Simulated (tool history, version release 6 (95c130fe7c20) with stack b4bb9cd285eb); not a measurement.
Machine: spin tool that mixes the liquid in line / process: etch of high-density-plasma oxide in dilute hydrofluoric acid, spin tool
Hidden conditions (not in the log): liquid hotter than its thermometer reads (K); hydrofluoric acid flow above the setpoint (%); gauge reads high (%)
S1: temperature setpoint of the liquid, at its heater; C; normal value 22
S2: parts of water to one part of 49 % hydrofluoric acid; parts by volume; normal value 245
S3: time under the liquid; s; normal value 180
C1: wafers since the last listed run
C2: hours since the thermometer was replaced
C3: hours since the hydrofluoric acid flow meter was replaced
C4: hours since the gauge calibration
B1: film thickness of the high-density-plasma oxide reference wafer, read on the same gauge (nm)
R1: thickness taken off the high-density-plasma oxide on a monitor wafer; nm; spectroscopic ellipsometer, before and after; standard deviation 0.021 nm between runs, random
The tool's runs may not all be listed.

{"run": 1, "day": 0.0, "S1": 23.5, "S2": 245, "S3": 110, "C1": 0, "C2": 1651.7, "C3": 377.1, "C4": 33.2, "B1": 109.979, "R1": 2.355}
{"day": 3.021, "done": "hydrofluoric acid flow meter replaced"}
{"run": 2, "day": 3.042, "S1": 23.5, "S2": 245, "S3": 110, "C1": 404, "C2": 1724.7, "C3": 0.5, "C4": 106.2, "B1": 109.997, "R1": 2.283}
{"run": 3, "day": 5.083, "S1": 23.5, "S2": 245, "S3": 110, "C1": 275, "C2": 1773.7, "C3": 49.5, "C4": 155.2, "B1": 109.998, "R1": 2.322}
{"run": 4, "day": 6.112, "S1": 22, "S2": 245, "S3": 180, "C1": 138, "C2": 1798.4, "C3": 74.2, "C4": 179.9, "B1": 109.994, "R1": 3.629}
{"run": 5, "day": 8.246, "S1": 22, "S2": 245, "S3": 180, "C1": 287, "C2": 1849.6, "C3": 125.4, "C4": 231.1, "B1": 109.999, "R1": 3.64}
{"run": 6, "day": 9.721, "S1": 22, "S2": 190, "S3": 260, "C1": 198, "C2": 1885, "C3": 160.8, "C4": 266.5, "B1": 109.998, "R1": 7.121}
{"run": 7, "day": 12.296, "S1": 22, "S2": 190, "S3": 260, "C1": 347, "C2": 1946.8, "C3": 222.6, "C4": 328.3, "B1": 109.999, "R1": 7.186}
{"run": 8, "day": 13.867, "S1": 22, "S2": 290, "S3": 230, "C1": 211, "C2": 1984.5, "C3": 260.3, "C4": 366, "B1": 110.003, "R1": 3.784}
{"day": 14.854, "done": "gauge calibrated"}
{"run": 9, "day": 16.071, "S1": 22, "S2": 245, "S3": 180, "C1": 297, "C2": 2037.4, "C3": 313.2, "C4": 29.2, "B1": 109.99, "R1": 3.647}
{"run": 10, "day": 17.362, "S1": 22, "S2": 245, "S3": 180, "C1": 174, "C2": 2068.4, "C3": 344.2, "C4": 60.2, "B1": 109.983, "R1": 3.646}
{"day": 19.088, "done": "thermometer replaced"}
{"run": 11, "day": 19.288, "S1": 20, "S2": 245, "S3": 145, "C1": 253, "C2": 4.8, "C3": 390.4, "C4": 106.4, "B1": 109.987, "R1": 2.733}
{"run": 12, "day": 20.425, "S1": 22, "S2": 245, "S3": 180, "C1": 153, "C2": 32.1, "C3": 417.7, "C4": 133.7, "B1": 110.005, "R1": 3.701}
{"run": 13, "day": 22.175, "S1": 26, "S2": 245, "S3": 125, "C1": 235, "C2": 74.1, "C3": 459.7, "C4": 175.7, "B1": 109.995, "R1": 2.97}
{"day": 22.471, "done": "hydrofluoric acid flow meter replaced"}
{"run": 14, "day": 24.408, "S1": 19.5, "S2": 315, "S3": 120, "C1": 295, "C2": 127.7, "C3": 46.5, "C4": 229.3, "B1": 110.009, "R1": 1.594}
{"run": 15, "day": 32.35, "S1": 22, "S2": 355, "S3": 180, "C1": 1070, "C2": 318.3, "C3": 237.1, "C4": 419.9, "B1": 110.021, "R1": 2.253}

The logged runs with the hidden state left out (each run's random variation unchanged):
run=1 R1=2.293
run=2 R1=2.282
run=3 R1=2.313
run=4 R1=3.61
run=5 R1=3.609
run=6 R1=7.046
run=7 R1=7.083
run=8 R1=3.717
run=9 R1=3.572
run=10 R1=3.563
run=11 R1=2.664
run=12 R1=3.6
run=13 R1=2.88
run=14 R1=1.589
run=15 R1=2.215

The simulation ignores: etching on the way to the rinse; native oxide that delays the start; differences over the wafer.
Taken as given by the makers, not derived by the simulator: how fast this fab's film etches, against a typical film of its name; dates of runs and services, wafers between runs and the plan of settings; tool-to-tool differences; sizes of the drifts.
